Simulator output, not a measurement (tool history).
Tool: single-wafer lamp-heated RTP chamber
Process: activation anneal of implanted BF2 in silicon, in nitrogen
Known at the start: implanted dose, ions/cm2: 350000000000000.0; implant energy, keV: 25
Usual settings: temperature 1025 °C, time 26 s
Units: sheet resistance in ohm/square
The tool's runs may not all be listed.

run,hour,temperature,time,wafers since the last listed run,wafers since the last pyrometer calibration,wafers since the reflector plate was cleaned,hours since the gauge calibration,"read-back reference wafer on the same gauge, sheet resistance",sheet resistance
1,0.0,1025,26,0,349,504,347.7,371.41,347.45
2,100.2,1025,26,990,1339,1495,447.9,370.50,344.76
3,193.9,1025,26,926,2265,2421,541.6,369.03,342.41
4,277.9,1033,26,830,3095,3251,625.6,368.43,344.51
5,321.0,1033,26,425,3521,3677,668.7,368.03,343.08
# hour 370.9: pyrometer window cleaned and pyrometer calibrated
# hour 432.7: reflector plate cleaned
6,433.2,1033,26,950,537,4,780.9,366.72,343.10
7,687.7,1025,26,2515,3052,2520,1035.4,364.34,338.22
8,740.9,1025,26,525,3578,3045,1088.6,363.50,341.97
9,790.3,1025,26,488,4066,3534,1138.0,363.20,339.61
10,833.2,1025,26,424,4490,3958,1180.9,363.05,339.61
# hour 866.8: pyrometer window cleaned and pyrometer calibrated
# hour 892.8: reflector plate cleaned
11,926.2,1025,26,761,508,329,1273.9,361.98,338.84
12,991.6,1025,26,646,1154,976,1339.3,361.00,336.66
13,1047.7,1025,26,554,1709,1530,1395.4,360.48,335.71
14,1096.2,1025,26,479,2188,2010,1443.9,360.18,334.43
15,1159.5,1025,26,625,2814,2635,1507.2,359.57,333.48
16,1198.3,1025,26,383,3197,3019,1546.0,358.96,333.32
17,1243.6,1053,34,447,3645,3467,1591.3,358.48,330.35
18,1308.6,1025,26,642,4287,4109,1656.3,357.77,330.47
# hour 1320.3: pyrometer window cleaned and pyrometer calibrated
# hour 1370.3: reflector plate cleaned
# hour 1386.4: gauge calibrated
19,1407.4,1033,26,818,782,366,21.0,374.85,350.98
20,1503.3,1041,35,947,1729,1314,116.9,374.35,345.11
21,1574.2,1034,26,700,2430,2014,187.8,373.43,346.94
22,1628.2,1037,13,533,2964,2548,241.8,372.69,351.92
23,1712.1,1025,20,829,3793,3377,325.7,372.15,345.94
24,1751.6,1025,41,390,4184,3768,365.2,371.74,343.06
# hour 1785.8: pyrometer window cleaned and pyrometer calibrated
25,1799.4,1038,40,393,134,4161,413.0,371.42,342.56
# hour 1840.7: reflector plate cleaned
26,1882.6,1039,30,743,877,414,496.2,370.36,343.64
27,1956.5,1002,15,730,1607,1144,570.1,369.56,348.27
28,1995.0,999,15,380,1988,1525,608.6,369.00,350.31
29,2059.3,1025,26,635,2623,2160,672.9,368.41,345.14
30,2130.3,1001,12,701,3325,2862,743.9,367.58,348.75
31,2183.4,1017,32,524,3850,3387,797.0,367.20,342.37
# hour 2282.8: reflector plate cleaned
# hour 2285.2: pyrometer window cleaned and pyrometer calibrated
32,2286.7,1051,15,917,14,14,900.3,365.62,345.08

5 ways to go on from here, each from the tool as it stands after run 32. What would each give?
A,2287.1,1025,26,3,18,18,900.7,?,?
B,2287.1,1000,40,3,18,18,900.7,?,?
C,2287.1,997,18,3,18,18,900.7,?,?
D,2287.1,1035,35,3,18,18,900.7,?,?
E,2287.1,1025,16,3,18,18,900.7,?,?

run,"read-back reference wafer on the same gauge, sheet resistance",sheet resistance
A,366.16,343.25
B,366.16,344.14
C,366.16,348.79
D,366.16,339.51
E,366.16,346.06
Without the tool's hidden state the same runs would have given:
run,sheet resistance
A,354.43
B,355.35
C,360.15
D,350.57
E,357.33
